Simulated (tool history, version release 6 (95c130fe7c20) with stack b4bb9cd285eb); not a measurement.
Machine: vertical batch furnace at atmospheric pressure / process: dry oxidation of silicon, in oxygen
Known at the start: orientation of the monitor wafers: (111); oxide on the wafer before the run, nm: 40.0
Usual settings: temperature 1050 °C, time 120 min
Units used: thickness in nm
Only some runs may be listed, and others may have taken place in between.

run,hour,temperature,time,"read-back reference wafer on the same gauge, thickness",thickness
1,0,1037,157.5,168.88,166.98
2,26.5,1038,120,169.04,145.17
3,56.6,1038,120,169.02,145.21
4,81.7,1050,120,169.02,153.7
5,107.1,1050,120,168.95,154.04
6,134.8,1070,120,168.89,170.17
7,162.9,1070,120,168.89,169.75
8,191.8,1050,73.5,168.96,119.14
# hour 237.5: thermocouples replaced and temperature profile calibrated
9,245,1050,120,168.95,153.96
10,257.6,1050,73.5,169.04,119.07
11,284.9,1062,101.5,169.01,149.15
12,308,1062,168,169.16,196
# hour 345.6: boat lift adjusted
13,346.1,1066,158.5,168.99,193.97
14,356,1026,120,168.86,136.37
# hour 377.7: gauge calibrated
15,412.9,1074,120,169.08,173.57

Run 16 has not been measured yet. What should we expect?
16,435,1043,152,?,?

read-back reference wafer on the same gauge, thickness: 169.07
thickness: 169.09 nm
Take away the tool's hidden state, keep the run-to-run variation as it was, and the same run would have given thickness 169.09 nm.
